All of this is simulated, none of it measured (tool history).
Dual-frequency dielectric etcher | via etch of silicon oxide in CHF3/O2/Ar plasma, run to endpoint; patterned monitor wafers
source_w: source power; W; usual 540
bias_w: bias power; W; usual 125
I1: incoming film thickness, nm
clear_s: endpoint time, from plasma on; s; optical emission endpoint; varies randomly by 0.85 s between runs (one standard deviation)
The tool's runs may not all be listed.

Run 1, hour 0.0: usual settings; I1 388.7. Result: clear_s 233.4 s.
Run 2, hour 15.8: usual settings; I1 393.5. Result: clear_s 237.9 s.
Run 3, hour 24.0: usual settings; I1 392.5. Result: clear_s 237.8 s.
Run 4, hour 39.2: usual settings but source_w 440 W, bias_w 117 W; I1 392.8. Result: clear_s 261.0 s.
Run 5, hour 53.2: usual settings but source_w 440 W, bias_w 117 W; I1 390.8. Result: clear_s 259.0 s.
Run 6, hour 70.3: usual settings; I1 394.0. Result: clear_s 237.1 s.
Run 7, hour 82.9: usual settings but bias_w 109 W; I1 392.8. Result: clear_s 244.0 s.
Run 8, hour 98.8: usual settings but source_w 630 W, bias_w 102 W; I1 391.0. Result: clear_s 231.0 s.
Run 9, hour 116.0: usual settings but source_w 470 W; I1 400.8. Result: clear_s 254.5 s.
Run 10, hour 125.7: usual settings but source_w 470 W; I1 391.2. Result: clear_s 246.8 s.
Run 11, hour 138.5: usual settings but source_w 470 W; I1 391.2. Result: clear_s 247.9 s.
At hour 173.7: bias power generator calibrated.
Run 12, hour 179.2: usual settings; I1 392.6. Result: clear_s 233.4 s.
Run 13, hour 196.0: usual settings; I1 397.6. Result: clear_s 235.4 s.
Run 14, hour 203.4: usual settings; I1 392.7. Result: clear_s 234.8 s.
At hour 243.6: upper electrode replaced.
Run 15, hour 244.1: usual settings but source_w 490 W, bias_w 142 W; I1 389.6. Result: clear_s 232.3 s.
Run 16, hour 256.9: usual settings but bias_w 155 W; I1 388.3. Result: clear_s 217.8 s.
Run 17, hour 263.0: usual settings but bias_w 100 W; I1 389.4. Result: clear_s 241.6 s.
At hour 296.2: wet clean of the chamber.
Run 18, hour 296.7: usual settings but source_w 490 W, bias_w 138 W; I1 395.6. Result: clear_s 229.7 s.
Run 19, hour 297.2: usual settings but source_w 440 W, bias_w 117 W; I1 394.4. Result: clear_s 247.9 s.
Run 20, hour 299.3: usual settings but source_w 620 W; I1 396.2. Result: clear_s 213.8 s.
At hour 308.7: source power generator calibrated.
Run 21, hour 323.7: usual settings but source_w 420 W, bias_w 136 W; I1 394.1. Result: clear_s 243.8 s.
At hour 347.8: wet clean of the chamber, repeated, since the last time left the tool worse.
Run 22, hour 348.3: usual settings but source_w 460 W, bias_w 134 W; I1 391.1. Result: clear_s 249.0 s.
Run 23, hour 348.7: usual settings; I1 392.0. Result: clear_s 238.5 s.
Run 24, hour 356.1: usual settings but source_w 420 W, bias_w 143 W; I1 391.9. Result: clear_s 253.9 s.
Run 25, hour 369.8: usual settings but bias_w 103 W; I1 391.4. Result: clear_s 249.2 s.
Run 26, hour 382.4: usual settings but bias_w 152 W; I1 396.1. Result: clear_s 229.4 s.
Run 27, hour 409.0: usual settings but source_w 460 W, bias_w 134 W; I1 390.1. Result: clear_s 245.7 s.
Run 28, hour 424.5: usual settings but source_w 580 W, bias_w 145 W; I1 392.8. Result: clear_s 222.2 s.

3 ways to go on from here, each from the tool as it stands after run 28. What would each give?
Run A, hour 425.0: usual settings; I1 397.2. Result: clear_s ?.
Run B, hour 425.0: usual settings but source_w 410 W, bias_w 94 W; I1 397.2. Result: clear_s ?.
Run C, hour 425.0: usual settings but source_w 610 W, bias_w 145 W; I1 397.2. Result: clear_s ?.

run  clear_s
  A    239.8
  B    285.7
  C    220.3
The same runs, with their run-to-run variation unchanged, on a tool lacking any hidden condition would have given:
run  clear_s
  A    242.4
  B    288.9
  C    222.7
